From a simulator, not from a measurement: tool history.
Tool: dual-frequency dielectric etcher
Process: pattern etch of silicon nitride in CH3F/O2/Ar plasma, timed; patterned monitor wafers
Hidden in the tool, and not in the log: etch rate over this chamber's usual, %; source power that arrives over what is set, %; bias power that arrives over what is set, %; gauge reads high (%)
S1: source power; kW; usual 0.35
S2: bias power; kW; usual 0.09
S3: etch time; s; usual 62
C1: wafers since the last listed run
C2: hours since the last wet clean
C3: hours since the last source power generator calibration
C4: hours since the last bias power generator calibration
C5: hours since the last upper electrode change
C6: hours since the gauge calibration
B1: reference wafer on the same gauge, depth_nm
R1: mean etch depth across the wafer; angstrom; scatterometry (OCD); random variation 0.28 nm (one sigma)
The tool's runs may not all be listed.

run    hour    S1     S2    S3    C1     C2      C3      C4      C5      C6     B1     R1
  1       0  0.35   0.09    62     0   84.3  2056.9  3026.2  1704.3  1061.1  45.49  410.5
  2    70.4  0.35   0.09    62  1167  154.7  2127.3  3096.6  1774.7  1131.5  45.46  409.2
  3   172.7  0.35   0.09    62  1696    257  2229.6  3198.9    1877  1233.8  45.54  412.9
  4   280.1  0.35   0.09    62  1780  364.4    2337  3306.3  1984.4  1341.2  45.49    414
  5   320.4  0.35   0.09    62   668  404.7  2377.3  3346.6  2024.7  1381.5  45.55  415.9
  6     403  0.35  0.106    62  1369  487.3  2459.9  3429.2  2107.3  1464.1  45.52  432.9
      470.1  -- wet clean of the chamber
  7   470.6  0.35  0.106    62   722    0.5  2527.5  3496.8  2174.9  1531.7  45.48  437.2
  8   516.8  0.35   0.09    62   766   46.7  2573.7    3543  2221.1  1577.9  45.47  413.8
  9   620.5  0.35   0.09    62  1719  150.4  2677.4  3646.7  2324.8  1681.6  45.55  408.6
 10   664.6  0.35   0.09  57.5   731  194.5  2721.5  3690.8  2368.9  1725.7  45.55  379.8
 11   712.3  0.35   0.09    62   790  242.2  2769.2  3738.5  2416.6  1773.4  45.47  419.7
 12   776.5  0.35   0.09    62  1064  306.4  2833.4  3802.7  2480.8  1837.6  45.47  413.4
 13   867.6  0.35   0.09    62  1510  397.5  2924.5  3893.8  2571.9  1928.7  45.55  410.8
 14   923.1  0.29  0.099    62   920    453    2980  3949.3  2627.4  1984.2   45.5  396.7
       1007  -- wet clean of the chamber
 15  1024.9   0.3  0.068    78  1290   17.9  3081.8  4051.1  2729.2    2086  45.47  432.3
 16  1117.3  0.35   0.09    62  1532  110.3  3174.2  4143.5  2821.6  2178.4  45.55  416.2
 17  1219.1   0.4  0.097  49.5  1688  212.1    3276  4245.3  2923.4  2280.2  45.51  352.9
     1257.7  -- source power generator calibrated
       1266  -- gauge calibrated
 18  1303.9  0.35   0.09    71  1339  296.9    46.2  4330.1  3008.2    37.9  45.48  468.4
     1384.9  -- upper electrode replaced
 19  1385.4  0.26   0.07    62   953  378.4   127.7  4411.6     0.5   119.4  45.49  334.5
     1433.8  -- bias power generator calibrated
 20  1464.2  0.35   0.09    62  1240  457.2   206.5    30.4    79.3   198.2  45.49  413.2
 21  1531.7  0.35   0.09    62  1119  524.7     274    97.9   146.8   265.7  45.49    412
     1573.5  -- wet clean of the chamber
 22  1610.3  0.35  0.072  67.5   905   36.8   352.6   176.5   225.4   344.3  45.49  414.3
 23    1706  0.35   0.09    62  1586  132.5   448.3   272.2   321.1     440  45.53  410.4
 24  1765.4  0.29  0.105    62   984  191.9   507.7   331.6   380.5   499.4  45.51  410.3
 25  1809.1  0.35  0.071  75.5   724  235.6   551.4   375.3   424.2   543.1  45.49  461.3
 26  1904.3  0.35   0.09    62  1578  330.8   646.6   470.5   519.4   638.3  45.56  409.3

4 ways to go on from here, each from the tool as it stands after run 26. What would each give?
  A  1904.7  0.35  0.074  62   6  331.2  647  470.9  519.8  638.7   ?   ?
  B  1904.7  0.44  0.103  62   6  331.2  647  470.9  519.8  638.7   ?   ?
  C  1904.7   0.4   0.09  62   6  331.2  647  470.9  519.8  638.7   ?   ?
  D  1904.7  0.35  0.073  62   6  331.2  647  470.9  519.8  638.7   ?   ?

run     B1     R1
  A  45.47    386
  B  45.47  477.9
  C  45.47  437.5
  D  45.47  384.1
Without the tool's hidden state the same runs would have given:
run     R1
  A    386
  B  477.9
  C  437.5
  D  384.1
